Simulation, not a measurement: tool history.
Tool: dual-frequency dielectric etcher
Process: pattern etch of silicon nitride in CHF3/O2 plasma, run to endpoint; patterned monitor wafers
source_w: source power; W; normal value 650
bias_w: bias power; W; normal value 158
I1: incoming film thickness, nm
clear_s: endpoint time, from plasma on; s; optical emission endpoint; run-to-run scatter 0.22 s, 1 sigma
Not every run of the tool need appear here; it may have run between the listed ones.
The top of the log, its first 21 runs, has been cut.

run 22 hour=562.9 | source_w=710 bias_w=170 | I1=102.4 | clear_s=70.7
-- hour=590.5 wet clean of the chamber
run 23 hour=598.1 | source_w=710 bias_w=141 | I1=102.0 | clear_s=72.1
run 24 hour=705.9 | source_w=600 bias_w=198 | I1=101.0 | clear_s=72.2
run 25 hour=733.4 | source_w=570 bias_w=180 | I1=101.8 | clear_s=77.0
run 26 hour=749.9 | source_w=570 bias_w=148 | I1=102.2 | clear_s=81.0
run 27 hour=774.3 | source_w=650 bias_w=124 | I1=101.3 | clear_s=78.2
run 28 hour=793.5 | source_w=510 bias_w=132 | I1=101.6 | clear_s=88.7
run 29 hour=811.5 | source_w=650 bias_w=194 | I1=101.2 | clear_s=70.2
run 30 hour=845.7 | source_w=650 bias_w=127 | I1=102.2 | clear_s=79.1
run 31 hour=864.8 | source_w=600 bias_w=189 | I1=101.9 | clear_s=74.4
run 32 hour=883.1 | source_w=510 bias_w=142 | I1=101.8 | clear_s=87.8
run 33 hour=918.3 | source_w=650 bias_w=158 | I1=102.2 | clear_s=75.8
run 34 hour=937.3 | source_w=650 bias_w=158 | I1=103.2 | clear_s=76.0

Forecast each of these 5 alternatives for the next run:
run A hour=937.7 | source_w=650 bias_w=189 | I1=102.4 | clear_s=?
run B hour=937.7 | source_w=650 bias_w=126 | I1=102.4 | clear_s=?
run C hour=937.7 | source_w=500 bias_w=193 | I1=102.4 | clear_s=?
run D hour=937.7 | source_w=650 bias_w=175 | I1=102.4 | clear_s=?
run E hour=937.7 | source_w=540 bias_w=158 | I1=102.4 | clear_s=?

run=A clear_s=72.3
run=B clear_s=79.8
run=C clear_s=83.2
run=D clear_s=73.8
run=E clear_s=83.8
With the hidden condition removed and each run's random variation left untouched, the same runs would have given:
run=A clear_s=70.6
run=B clear_s=77.9
run=C clear_s=81.2
run=D clear_s=72.0
run=E clear_s=81.8

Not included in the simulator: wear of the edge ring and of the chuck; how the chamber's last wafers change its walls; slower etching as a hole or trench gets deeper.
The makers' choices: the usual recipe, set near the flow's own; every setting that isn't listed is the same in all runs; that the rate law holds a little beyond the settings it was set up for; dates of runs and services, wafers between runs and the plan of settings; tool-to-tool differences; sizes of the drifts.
